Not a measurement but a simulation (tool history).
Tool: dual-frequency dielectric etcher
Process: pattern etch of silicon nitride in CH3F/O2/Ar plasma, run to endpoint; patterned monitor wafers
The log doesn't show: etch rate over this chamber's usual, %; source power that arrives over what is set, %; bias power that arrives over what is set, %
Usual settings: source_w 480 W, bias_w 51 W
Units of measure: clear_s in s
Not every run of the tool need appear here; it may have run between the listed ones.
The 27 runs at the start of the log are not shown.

run    hour  source_w  bias_w  wafers since the last listed run  hours since the last wet clean  hours since the last source power generator calibration  hours since the last bias power generator calibration  hours since the last upper electrode change  incoming incoming film thickness, nm  clear_s
 28   812.4       530      51                               196                             425                                                    411.4                                                  555.6                                        251.6                                 40.84     61.1
 29   846.5       580      58                               275                           459.1                                                    445.5                                                  589.7                                        285.7                                 40.32     55.3
 30   869.2       480      51                               183                           481.8                                                    468.2                                                  612.4                                        308.4                                 40.71     63.4
 31   887.5       480      51                               147                           500.1                                                    486.5                                                  630.7                                        326.7                                 40.85     63.9
 32   921.4       560      47                               274                             534                                                    520.4                                                  664.6                                        360.6                                 40.56     62.8
 33   978.4       440      62                               460                             591                                                    577.4                                                  721.6                                        417.6                                 40.64     59.9
     1097.8  -- wet clean of the chamber
 34  1098.3       540      62                               775                             0.5                                                    697.3                                                  841.5                                        537.5                                 40.64     53.9
 35  1109.2       480      51                                88                            11.4                                                    708.2                                                  852.4                                        548.4                                 40.61     61.4
 36  1122.6       480      51                               108                            24.8                                                    721.6                                                  865.8                                        561.8                                 40.44     61.5

Forecast each of these 3 alternatives for the next run:
  A  1123       380      51                                 3                            25.2                                                      722                                                  866.2                                        562.2                                 40.85        ?
  B  1123       420      45                                 3                            25.2                                                      722                                                  866.2                                        562.2                                 40.85        ?
  C  1123       480      39                                 3                            25.2                                                      722                                                  866.2                                        562.2                                 40.85        ?

run  clear_s
  A     67.4
  B     69.4
  C     71.3
The same runs, with their run-to-run variation unchanged, on a tool lacking any hidden condition would have given:
run  clear_s
  A     67.4
  B     69.4
  C     71.2

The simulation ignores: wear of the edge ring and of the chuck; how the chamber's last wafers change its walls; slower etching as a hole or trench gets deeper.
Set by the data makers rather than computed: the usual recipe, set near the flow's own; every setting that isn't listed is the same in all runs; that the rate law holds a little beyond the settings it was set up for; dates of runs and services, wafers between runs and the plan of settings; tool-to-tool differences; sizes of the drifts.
